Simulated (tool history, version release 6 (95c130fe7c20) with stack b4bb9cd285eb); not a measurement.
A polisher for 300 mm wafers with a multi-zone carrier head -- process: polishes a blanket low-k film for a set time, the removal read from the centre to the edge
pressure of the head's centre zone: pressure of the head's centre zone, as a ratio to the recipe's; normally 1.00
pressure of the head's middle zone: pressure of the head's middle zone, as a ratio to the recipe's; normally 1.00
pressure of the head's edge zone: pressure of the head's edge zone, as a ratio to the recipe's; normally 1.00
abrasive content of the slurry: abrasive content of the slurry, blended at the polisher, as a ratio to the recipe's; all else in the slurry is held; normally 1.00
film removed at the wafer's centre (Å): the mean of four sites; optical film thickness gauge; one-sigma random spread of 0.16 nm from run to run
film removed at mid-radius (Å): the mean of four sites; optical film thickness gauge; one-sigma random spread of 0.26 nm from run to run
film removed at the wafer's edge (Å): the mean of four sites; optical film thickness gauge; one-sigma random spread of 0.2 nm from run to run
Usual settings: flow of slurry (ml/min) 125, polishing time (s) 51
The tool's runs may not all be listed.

run,hour,flow of slurry (ml/min),pressure of the head's centre zone,pressure of the head's middle zone,pressure of the head's edge zone,abrasive content of the slurry,polishing time (s),wafers since the last listed run,wafers polished on this pad,hours since the slurry nozzle was cleaned,hours since the centre zone pressure was calibrated,hours since the edge zone pressure was calibrated,hours since the carrier head's membrane was replaced,"incoming thickness of the incoming film, nm",film removed at the wafer's centre (Å),film removed at mid-radius (Å),film removed at the wafer's edge (Å)
1,0.0,125,1.09,1.00,1.00,1.00,51,0,281,182.8,10.7,108.8,1300.6,746.5,201,185,185
# hour 67.6: carrier head's membrane replaced by a new one
2,94.9,125,1.00,1.07,1.00,1.00,51,928,1209,277.7,105.6,203.7,27.3,754.5,184,195,186
3,146.8,125,1.00,1.00,1.00,1.00,51,536,1745,329.6,157.5,255.6,79.2,755.8,184,184,187
4,238.2,125,1.00,0.90,1.00,1.00,51,944,2690,421.0,248.9,347.0,170.6,758.0,182,173,184
5,306.2,110,1.00,1.00,1.00,0.75,43,702,3392,489.0,316.9,415.0,238.6,741.8,128,133,133
6,343.0,170,1.10,1.00,1.00,1.00,51,380,3772,525.8,353.7,451.8,275.4,739.0,211,198,194
7,439.4,125,1.00,1.00,1.05,1.00,51,995,4768,622.2,450.1,548.2,371.8,765.0,176,187,193
# hour 498.4: slurry nozzle cleaned
8,507.7,125,1.00,1.03,1.09,1.25,45,695,5463,9.3,518.4,616.5,440.1,748.2,169,185,186
9,580.9,125,0.92,1.00,0.94,1.00,51,756,6219,82.5,591.6,689.7,513.3,751.2,157,186,182
# hour 585.4: edge zone pressure recalibrated
# hour 610.8: worn pad replaced by a new one
10,678.3,125,1.00,1.00,1.00,1.00,51,944,697,179.9,689.0,92.9,610.7,753.5,166,182,187
# hour 722.8: centre zone pressure recalibrated
11,737.6,165,0.90,1.00,1.05,1.00,51,591,1288,239.2,14.8,152.2,670.0,752.2,176,197,200
12,777.7,125,1.00,1.00,1.00,1.00,51,414,1703,279.3,54.9,192.3,710.1,742.4,182,186,189
13,835.7,125,1.00,1.00,1.10,0.90,69,599,2302,337.3,112.9,250.3,768.1,749.2,237,246,252
14,937.0,170,1.08,1.00,1.00,0.90,51,1046,3348,438.6,214.2,351.6,869.4,749.7,201,183,185
15,1023.8,135,1.00,1.00,1.00,1.00,51,896,4245,525.4,301.0,438.4,956.2,751.6,183,185,187
16,1061.8,125,1.08,0.94,1.00,1.00,51,392,4637,563.4,339.0,476.4,994.2,741.6,193,176,187
17,1134.6,125,1.00,1.00,1.00,1.00,51,751,5389,636.2,411.8,549.2,1067.0,741.3,175,184,187
# hour 1239.8: slurry nozzle cleaned
# hour 1261.0: edge zone pressure recalibrated
# hour 1290.2: worn pad replaced by a new one
18,1350.0,125,1.00,1.04,1.00,1.00,51,2152,617,110.2,627.2,89.0,1282.4,755.2,163,194,185
# hour 1431.2: centre zone pressure recalibrated
19,1443.0,125,1.00,1.00,1.00,1.00,51,939,1557,203.2,11.8,182.0,1375.4,751.5,188,186,186
# hour 1481.6: carrier head's membrane replaced by a new one
20,1482.1,125,1.00,0.90,0.94,1.00,56,352,1910,242.3,50.9,221.1,0.5,751.6,203,187,198
21,1551.7,125,1.08,1.00,1.00,0.85,51,718,2629,311.9,120.5,290.7,70.1,755.5,188,170,174

Selected run-to-run steps in film removed at the wafer's centre (Å), each split into two signed amounts: the part the tool would show with no hidden state at all (from settings, incoming material and random variation), and the remainder, which goes to the hidden state together with any gauge scatter not common to the measured and the hidden-state-free results:
Hidden state present: removal rate lost through wear of the pad, %; slurry flow missing at the pad, %; deviation of the centre zone's pressure from its setpoint, %; deviation of the edge zone's pressure from its setpoint, %.
Run 5 -> 6: flow of slurry (ml/min) 110 -> 170, pressure of the head's centre zone 1.00 -> 1.10, abrasive content of the slurry 0.75 -> 1.00, polishing time (s) 43 -> 51. film removed at the wafer's centre (Å) +83: hidden state -4, all else +87.
Run 10 -> 11: flow of slurry (ml/min) 125 -> 165, pressure of the head's centre zone 1.00 -> 0.90, pressure of the head's edge zone 1.00 -> 1.05, centre zone pressure recalibrated. film removed at the wafer's centre (Å) +10: hidden state +19, all else -9.
Run 12 -> 13: pressure of the head's edge zone 1.00 -> 1.10, abrasive content of the slurry 1.00 -> 0.90, polishing time (s) 51 -> 69. film removed at the wafer's centre (Å) +55: hidden state +0, all else +55.
Run 18 -> 19: pressure of the head's middle zone 1.04 -> 1.00, centre zone pressure recalibrated. film removed at the wafer's centre (Å) +25: hidden state +19, all else +6.
